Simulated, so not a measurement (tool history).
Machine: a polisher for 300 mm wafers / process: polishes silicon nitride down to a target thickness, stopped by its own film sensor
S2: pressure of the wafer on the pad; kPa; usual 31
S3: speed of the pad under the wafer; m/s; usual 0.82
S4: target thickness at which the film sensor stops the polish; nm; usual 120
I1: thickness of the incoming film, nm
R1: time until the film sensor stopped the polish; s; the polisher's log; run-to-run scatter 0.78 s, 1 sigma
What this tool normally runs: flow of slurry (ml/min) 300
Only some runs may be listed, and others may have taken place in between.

{"run": 1, "hour": 0.0, "flow of slurry (ml/min)": 230, "S2": 31, "S3": 0.82, "S4": 106, "I1": 299.5, "R1": 104.4}
{"run": 2, "hour": 78.0, "flow of slurry (ml/min)": 230, "S2": 31, "S3": 0.82, "S4": 106, "I1": 299.6, "R1": 106.8}
{"run": 3, "hour": 138.0, "flow of slurry (ml/min)": 300, "S2": 31, "S3": 0.92, "S4": 120, "I1": 306.1, "R1": 90.2}
{"run": 4, "hour": 189.6, "flow of slurry (ml/min)": 300, "S2": 31, "S3": 0.92, "S4": 120, "I1": 299.5, "R1": 91}
{"hour": 206.5, "done": "slurry nozzle cleaned"}
{"run": 5, "hour": 251.4, "flow of slurry (ml/min)": 300, "S2": 31, "S3": 0.92, "S4": 120, "I1": 304.8, "R1": 88.9}
{"run": 6, "hour": 317.3, "flow of slurry (ml/min)": 300, "S2": 31, "S3": 1, "S4": 120, "I1": 303.5, "R1": 81.5}
{"hour": 343.9, "done": "worn pad replaced by a new one"}
{"run": 7, "hour": 355.7, "flow of slurry (ml/min)": 300, "S2": 31, "S3": 1, "S4": 120, "I1": 294.2, "R1": 78.3}
{"run": 8, "hour": 404.8, "flow of slurry (ml/min)": 300, "S2": 24.8, "S3": 0.82, "S4": 84, "I1": 302.1, "R1": 145.2}
{"run": 9, "hour": 441.1, "flow of slurry (ml/min)": 300, "S2": 31, "S3": 0.82, "S4": 120, "I1": 298, "R1": 95.7}
{"run": 10, "hour": 510.7, "flow of slurry (ml/min)": 300, "S2": 31, "S3": 0.82, "S4": 120, "I1": 296.7, "R1": 96.3}
{"hour": 548.5, "done": "head pressure recalibrated"}
{"run": 11, "hour": 562.1, "flow of slurry (ml/min)": 230, "S2": 31, "S3": 0.82, "S4": 120, "I1": 298.8, "R1": 103.7}
{"run": 12, "hour": 625.1, "flow of slurry (ml/min)": 230, "S2": 31, "S3": 0.82, "S4": 120, "I1": 304.1, "R1": 110.1}
{"hour": 696.1, "done": "slurry nozzle cleaned"}
{"run": 13, "hour": 714.4, "flow of slurry (ml/min)": 230, "S2": 31, "S3": 0.82, "S4": 120, "I1": 300.6, "R1": 96.5}
{"hour": 789.5, "done": "worn pad replaced by a new one"}
{"run": 14, "hour": 822.1, "flow of slurry (ml/min)": 300, "S2": 31, "S3": 0.82, "S4": 120, "I1": 302.4, "R1": 95.9}
{"run": 15, "hour": 867.2, "flow of slurry (ml/min)": 300, "S2": 31, "S3": 0.82, "S4": 98, "I1": 301.4, "R1": 104.9}
{"run": 16, "hour": 946.3, "flow of slurry (ml/min)": 355, "S2": 31, "S3": 0.58, "S4": 120, "I1": 301.6, "R1": 122}
{"run": 17, "hour": 1028.5, "flow of slurry (ml/min)": 215, "S2": 31, "S3": 0.82, "S4": 120, "I1": 300.2, "R1": 101.7}
{"hour": 1092.4, "done": "slurry nozzle cleaned"}
{"run": 18, "hour": 1120.3, "flow of slurry (ml/min)": 300, "S2": 31, "S3": 0.82, "S4": 144, "I1": 297.4, "R1": 79.3}
{"hour": 1203.5, "done": "head pressure recalibrated"}
{"run": 19, "hour": 1217.5, "flow of slurry (ml/min)": 400, "S2": 31, "S3": 1, "S4": 79, "I1": 299.7, "R1": 95.8}
{"hour": 1264.2, "done": "worn pad replaced by a new one"}
{"run": 20, "hour": 1313.2, "flow of slurry (ml/min)": 395, "S2": 22.1, "S3": 0.72, "S4": 91, "I1": 299.3, "R1": 164.2}
{"run": 21, "hour": 1361.0, "flow of slurry (ml/min)": 360, "S2": 31, "S3": 0.7, "S4": 159, "I1": 302.1, "R1": 83.3}
{"run": 22, "hour": 1419.0, "flow of slurry (ml/min)": 300, "S2": 31, "S3": 0.82, "S4": 92, "I1": 300.3, "R1": 112.8}
{"hour": 1490.7, "done": "slurry nozzle cleaned"}
{"run": 23, "hour": 1507.7, "flow of slurry (ml/min)": 300, "S2": 31, "S3": 0.82, "S4": 120, "I1": 303.4, "R1": 95}
{"run": 24, "hour": 1604.1, "flow of slurry (ml/min)": 385, "S2": 28.3, "S3": 0.82, "S4": 120, "I1": 298.1, "R1": 100.2}
{"run": 25, "hour": 1641.0, "flow of slurry (ml/min)": 300, "S2": 31, "S3": 0.82, "S4": 120, "I1": 296.7, "R1": 93.3}
{"hour": 1651.2, "done": "worn pad replaced by a new one"}
{"run": 26, "hour": 1739.6, "flow of slurry (ml/min)": 335, "S2": 31, "S3": 0.82, "S4": 120, "I1": 299.9, "R1": 94.6}
{"run": 27, "hour": 1810.0, "flow of slurry (ml/min)": 390, "S2": 31, "S3": 0.82, "S4": 89, "I1": 299.2, "R1": 110.2}
{"hour": 1833.8, "done": "head pressure recalibrated"}
{"run": 28, "hour": 1889.6, "flow of slurry (ml/min)": 300, "S2": 31, "S3": 0.82, "S4": 120, "I1": 297.8, "R1": 98.2}
{"run": 29, "hour": 1962.5, "flow of slurry (ml/min)": 400, "S2": 31, "S3": 1, "S4": 79, "I1": 298.6, "R1": 104.7}
{"hour": 1976.8, "done": "slurry nozzle cleaned"}
{"run": 30, "hour": 2013.7, "flow of slurry (ml/min)": 300, "S2": 20.7, "S3": 0.96, "S4": 156, "I1": 301.9, "R1": 101.3}
{"hour": 2057.3, "done": "worn pad replaced by a new one"}
{"run": 31, "hour": 2081.7, "flow of slurry (ml/min)": 300, "S2": 40, "S3": 0.68, "S4": 120, "I1": 300.1, "R1": 84.5}

Each run again, without the hidden state but with its own random variation kept:
Unlogged tool condition in this case: removal rate lost through wear of the pad, %; slurry flow missing at the pad, %; deviation of the head's pressure from its setpoint, %.
run=1 R1=102.4
run=2 R1=103.3
run=3 R1=86.8
run=4 R1=86
run=5 R1=87.8
run=6 R1=80.3
run=7 R1=76.9
run=8 R1=141.8
run=9 R1=92.9
run=10 R1=92
run=11 R1=95.2
run=12 R1=96.2
run=13 R1=96.3
run=14 R1=95.4
run=15 R1=104
run=16 R1=120.2
run=17 R1=96.8
run=18 R1=78.9
run=19 R1=95.2
run=20 R1=162
run=21 R1=81.5
run=22 R1=108.3
run=23 R1=94.3
run=24 R1=99.5
run=25 R1=92.1
run=26 R1=92.5
run=27 R1=106.8
run=28 R1=91.3
run=29 R1=94.8
run=30 R1=100.8
run=31 R1=84
